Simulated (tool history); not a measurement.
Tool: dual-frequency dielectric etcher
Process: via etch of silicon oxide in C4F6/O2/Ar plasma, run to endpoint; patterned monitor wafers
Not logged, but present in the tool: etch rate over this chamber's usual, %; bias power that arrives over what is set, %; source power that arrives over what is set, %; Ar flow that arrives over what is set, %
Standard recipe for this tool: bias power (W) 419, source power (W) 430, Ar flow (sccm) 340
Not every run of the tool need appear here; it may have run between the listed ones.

run,hour,bias power (W),source power (W),Ar flow (sccm),wafers since the last listed run,hours since the last wet clean,hours since the last bias power generator calibration,hours since the last source power generator calibration,hours since the last Ar flow controller change,hours since the last upper electrode change,"incoming incoming film thickness, nm",endpoint time (s)
1,0.0,419,430,340,0,0.5,2433.2,1607.0,4000.9,1939.9,115.8,26.1
2,31.9,344,460,340,540,32.4,2465.1,1638.9,4032.8,1971.8,115.3,25.5
# hour 77.2: source power generator calibrated
3,89.0,344,460,340,899,89.5,2522.2,11.8,4089.9,2028.9,115.7,25.0
4,158.4,344,460,340,1175,158.9,2591.6,81.2,4159.3,2098.3,115.1,25.1
5,195.0,419,430,371,619,195.5,2628.2,117.8,4195.9,2134.9,116.1,25.5
6,266.5,419,430,371,1210,267.0,2699.7,189.3,4267.4,2206.4,115.5,25.3
7,323.1,419,430,371,958,323.6,2756.3,245.9,4324.0,2263.0,116.4,25.8
# hour 396.1: bias power generator calibrated
8,396.6,419,430,340,1177,397.1,0.5,319.4,4397.5,2336.5,115.1,25.0
# hour 442.4: wet clean of the chamber
# hour 447.6: upper electrode replaced, of another model than before
9,448.1,419,430,340,378,5.7,52.0,370.9,4449.0,0.5,116.3,25.4
10,499.3,364,430,340,867,56.9,103.2,422.1,4500.2,51.7,115.6,26.4
11,530.3,419,510,417,525,87.9,134.2,453.1,4531.2,82.7,115.8,25.0
12,733.3,419,430,340,3438,290.9,337.2,656.1,4734.2,285.7,115.2,25.2
13,765.3,321,430,308,541,322.9,369.2,688.1,4766.2,317.7,115.2,26.9
14,809.6,419,430,340,750,367.2,413.5,732.4,4810.5,362.0,115.1,25.1
# hour 850.5: wet clean of the chamber
15,851.0,391,430,364,294,0.5,454.9,773.8,4851.9,403.4,116.0,26.0
16,865.8,497,430,340,250,15.3,469.7,788.6,4866.7,418.2,114.9,23.9
# hour 904.5: Ar flow controller replaced
17,933.2,390,470,425,1039,82.7,537.1,856.0,28.7,485.6,115.2,26.1
18,979.5,383,350,262,784,129.0,583.4,902.3,75.0,531.9,116.7,26.8
19,1014.2,336,460,402,587,163.7,618.1,937.0,109.7,566.6,114.7,26.7
20,1051.1,419,380,340,624,200.6,655.0,973.9,146.6,603.5,116.3,26.4
21,1106.8,383,350,262,943,256.3,710.7,1029.6,202.3,659.2,115.9,26.8
22,1170.3,419,430,340,1075,319.8,774.2,1093.1,265.8,722.7,115.0,25.5
23,1238.1,465,360,286,1148,387.6,842.0,1160.9,333.6,790.5,114.8,24.8
# hour 1279.3: wet clean of the chamber
24,1279.8,419,430,259,299,0.5,883.7,1202.6,375.3,832.2,116.1,24.5
25,1333.0,419,370,284,901,53.7,936.9,1255.8,428.5,885.4,115.6,25.7
26,1389.6,316,490,340,958,110.3,993.5,1312.4,485.1,942.0,116.0,26.4
27,1431.6,419,430,306,711,152.3,1035.5,1354.4,527.1,984.0,116.4,25.5
28,1469.7,320,330,270,645,190.4,1073.6,1392.5,565.2,1022.1,115.5,28.3
29,1500.1,419,430,340,514,220.8,1104.0,1422.9,595.6,1052.5,116.8,25.6
30,1532.1,361,430,340,541,252.8,1136.0,1454.9,627.6,1084.5,116.0,26.9

Hidden state or all else? Some run-to-run changes of endpoint time (s), split into what the settings, what came in and random variation would give without the hidden state, and what is left for the hidden state (with any gauge scatter that isn't in both results):
Run 2 -> 3: source power generator calibrated. endpoint time (s) -0.5: hidden state -0.6, all else +0.1.
Run 4 -> 5: bias power (W) 344 -> 419, source power (W) 460 -> 430, Ar flow (sccm) 340 -> 371. endpoint time (s) +0.4: hidden state +0.1, all else +0.3.
Run 7 -> 8: Ar flow (sccm) 371 -> 340, bias power generator calibrated. endpoint time (s) -0.8: hidden state +0.1, all else -0.9.
Run 16 -> 17: bias power (W) 497 -> 390, source power (W) 430 -> 470, Ar flow (sccm) 340 -> 425, Ar flow controller replaced. endpoint time (s) +2.2: hidden state -0.1, all else +2.3.
Run 27 -> 28: bias power (W) 419 -> 320, source power (W) 430 -> 330, Ar flow (sccm) 306 -> 270. endpoint time (s) +2.8: hidden state +0.1, all else +2.7.
Run 28 -> 29: bias power (W) 320 -> 419, source power (W) 330 -> 430, Ar flow (sccm) 270 -> 340. endpoint time (s) -2.7: hidden state +0.0, all else -2.7.
